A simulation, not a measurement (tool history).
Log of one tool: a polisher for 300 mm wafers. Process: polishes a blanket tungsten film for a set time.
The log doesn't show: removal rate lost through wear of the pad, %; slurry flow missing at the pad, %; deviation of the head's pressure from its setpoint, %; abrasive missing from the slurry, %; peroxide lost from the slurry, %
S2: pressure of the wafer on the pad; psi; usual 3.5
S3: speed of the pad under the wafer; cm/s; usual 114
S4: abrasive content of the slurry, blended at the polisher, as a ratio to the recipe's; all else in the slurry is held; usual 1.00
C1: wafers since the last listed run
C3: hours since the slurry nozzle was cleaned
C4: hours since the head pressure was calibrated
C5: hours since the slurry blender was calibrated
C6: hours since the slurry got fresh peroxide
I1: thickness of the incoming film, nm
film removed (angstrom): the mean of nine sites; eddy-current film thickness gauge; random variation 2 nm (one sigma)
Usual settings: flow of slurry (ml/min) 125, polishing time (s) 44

Run 1, hour 0.0: usual settings but polishing time (s) 47; C1 0; wafers polished on this pad 1296; C3 477.5; C4 287.1; C5 117.2; C6 39.6; I1 781.3. Result: film removed (angstrom) 2311.
Run 2, hour 50.1: usual settings but polishing time (s) 47; C1 428; wafers polished on this pad 1725; C3 527.6; C4 337.2; C5 167.3; C6 89.7; I1 776.4. Result: film removed (angstrom) 2258.
Run 3, hour 87.0: usual settings but polishing time (s) 47; C1 315; wafers polished on this pad 2041; C3 564.5; C4 374.1; C5 204.2; C6 126.6; I1 764.0. Result: film removed (angstrom) 2234.
At hour 120.9: slurry nozzle cleaned.
Run 4, hour 124.9: usual settings but S2 2.8 psi; C1 315; wafers polished on this pad 2356; C3 4.0; C4 412.0; C5 242.1; C6 164.5; I1 768.6. Result: film removed (angstrom) 1704.
Run 5, hour 166.4: usual settings but S3 144 cm/s, polishing time (s) 48; C1 354; wafers polished on this pad 2711; C3 45.5; C4 453.5; C5 283.6; C6 206.0; I1 763.1. Result: film removed (angstrom) 2898.
Run 6, hour 219.3: usual settings but flow of slurry (ml/min) 170, polishing time (s) 52; C1 452; wafers polished on this pad 3164; C3 98.4; C4 506.4; C5 336.5; C6 258.9; I1 778.9. Result: film removed (angstrom) 2617.
At hour 232.1: worn pad replaced by a new one.
At hour 282.5: slurry blender recalibrated.
Run 7, hour 288.5: usual settings; C1 540; wafers polished on this pad 465; C3 167.6; C4 575.6; C5 6.0; C6 328.1; I1 781.0. Result: film removed (angstrom) 2179.
Run 8, hour 334.1: usual settings but S2 3.1 psi, S3 134 cm/s, S4 0.80, polishing time (s) 50; C1 390; wafers polished on this pad 855; C3 213.2; C4 621.2; C5 51.6; C6 373.7; I1 765.2. Result: film removed (angstrom) 2489.
Run 9, hour 359.0: usual settings but polishing time (s) 47; C1 212; wafers polished on this pad 1068; C3 238.1; C4 646.1; C5 76.5; C6 398.6; I1 775.0. Result: film removed (angstrom) 2375.
Run 10, hour 391.9: usual settings but flow of slurry (ml/min) 85; C1 281; wafers polished on this pad 1349; C3 271.0; C4 679.0; C5 109.4; C6 431.5; I1 764.2. Result: film removed (angstrom) 1947.
At hour 409.9: slurry tank refilled with fresh slurry and peroxide.
At hour 416.7: head pressure recalibrated.
Run 11, hour 445.7: usual settings but S4 0.75; C1 434; wafers polished on this pad 1783; C3 324.8; C4 29.0; C5 163.2; C6 35.8; I1 773.7. Result: film removed (angstrom) 2034.
Run 12, hour 599.6: usual settings but flow of slurry (ml/min) 165, polishing time (s) 49; C1 1316; wafers polished on this pad 3100; C3 478.7; C4 182.9; C5 317.1; C6 189.7; I1 770.0. Result: film removed (angstrom) 2461.
At hour 648.2: worn pad replaced by a new one.
Run 13, hour 661.4: usual settings but S3 90 cm/s; C1 494; wafers polished on this pad 113; C3 540.5; C4 244.7; C5 378.9; C6 251.5; I1 772.1. Result: film removed (angstrom) 1634.
Run 14, hour 686.3: usual settings but flow of slurry (ml/min) 140, S4 0.90; C1 212; wafers polished on this pad 326; C3 565.4; C4 269.6; C5 403.8; C6 276.4; I1 784.9. Result: film removed (angstrom) 2070.
At hour 689.7: slurry nozzle cleaned.
Run 15, hour 742.3: usual settings; C1 470; wafers polished on this pad 796; C3 52.6; C4 325.6; C5 459.8; C6 332.4; I1 777.6. Result: film removed (angstrom) 2044.
At hour 747.7: slurry blender recalibrated.
Run 16, hour 778.6: usual settings; C1 293; wafers polished on this pad 1089; C3 88.9; C4 361.9; C5 30.9; C6 368.7; I1 781.1. Result: film removed (angstrom) 2156.
Run 17, hour 841.0: usual settings; C1 533; wafers polished on this pad 1623; C3 151.3; C4 424.3; C5 93.3; C6 431.1; I1 763.1. Result: film removed (angstrom) 2184.
Run 18, hour 889.9: usual settings but polishing time (s) 55; C1 418; wafers polished on this pad 2041; C3 200.2; C4 473.2; C5 142.2; C6 480.0; I1 759.7. Result: film removed (angstrom) 2680.
At hour 907.4: slurry tank refilled with fresh slurry and peroxide.
Run 19, hour 944.3: usual settings but S3 134 cm/s, S4 1.20; C1 456; wafers polished on this pad 2498; C3 254.6; C4 527.6; C5 196.6; C6 36.9; I1 754.9. Result: film removed (angstrom) 2621.
Run 20, hour 972.2: usual settings but flow of slurry (ml/min) 170, S3 154 cm/s; C1 238; wafers polished on this pad 2737; C3 282.5; C4 555.5; C5 224.5; C6 64.8; I1 760.4. Result: film removed (angstrom) 3041.
Run 21, hour 1001.9: usual settings; C1 254; wafers polished on this pad 2991; C3 312.2; C4 585.2; C5 254.2; C6 94.5; I1 773.8. Result: film removed (angstrom) 2109.
At hour 1043.2: worn pad replaced by a new one.
Run 22, hour 1123.3: usual settings but flow of slurry (ml/min) 145, S2 4.3 psi, S3 94 cm/s; C1 1004; wafers polished on this pad 685; C3 433.6; C4 706.6; C5 375.6; C6 215.9; I1 770.8. Result: film removed (angstrom) 2170.
At hour 1175.8: slurry blender recalibrated.
Run 23, hour 1206.1: usual settings but S4 0.85; C1 691; wafers polished on this pad 1376; C3 516.4; C4 789.4; C5 30.3; C6 298.7; I1 774.5. Result: film removed (angstrom) 2137.
At hour 1264.0: head pressure recalibrated.
Run 24, hour 1276.9: usual settings but S4 1.10; C1 588; wafers polished on this pad 1964; C3 587.2; C4 12.9; C5 101.1; C6 369.5; I1 760.4. Result: film removed (angstrom) 2197.
At hour 1316.7: slurry nozzle cleaned.
At hour 1396.5: slurry tank refilled with fresh slurry and peroxide.
Run 25, hour 1471.2: usual settings but flow of slurry (ml/min) 100, polishing time (s) 37; C1 1644; wafers polished on this pad 3609; C3 154.5; C4 207.2; C5 295.4; C6 74.7; I1 765.9. Result: film removed (angstrom) 1666.

5 ways to go on from here, each from the tool as it stands after run 25. What would each give?
Run A, hour 1471.6: usual settings but polishing time (s) 54; C1 3; wafers polished on this pad 3613; C3 154.9; C4 207.6; C5 295.8; C6 75.1; I1 762.0. Result: film removed (angstrom) ?.
Run B, hour 1471.6: usual settings but flow of slurry (ml/min) 165; C1 3; wafers polished on this pad 3613; C3 154.9; C4 207.6; C5 295.8; C6 75.1; I1 762.0. Result: film removed (angstrom) ?.
Run C, hour 1471.6: usual settings but flow of slurry (ml/min) 160, S2 4.3 psi, S3 126 cm/s, S4 0.85; C1 3; wafers polished on this pad 3613; C3 154.9; C4 207.6; C5 295.8; C6 75.1; I1 762.0. Result: film removed (angstrom) ?.
Run D, hour 1471.6: usual settings but flow of slurry (ml/min) 80, S3 86 cm/s, S4 1.30, polishing time (s) 52; C1 3; wafers polished on this pad 3613; C3 154.9; C4 207.6; C5 295.8; C6 75.1; I1 762.0. Result: film removed (angstrom) ?.
Run E, hour 1471.6: usual settings but S4 1.20, polishing time (s) 49; C1 3; wafers polished on this pad 3613; C3 154.9; C4 207.6; C5 295.8; C6 75.1; I1 762.0. Result: film removed (angstrom) ?.

run  film removed (angstrom)
  A                     2629
  B                     2262
  C                     2967
  D                     1762
  E                     2469
Without the tool's hidden state the same runs would have given:
run  film removed (angstrom)
  A                     2764
  B                     2378
  C                     3118
  D                     1854
  E                     2598
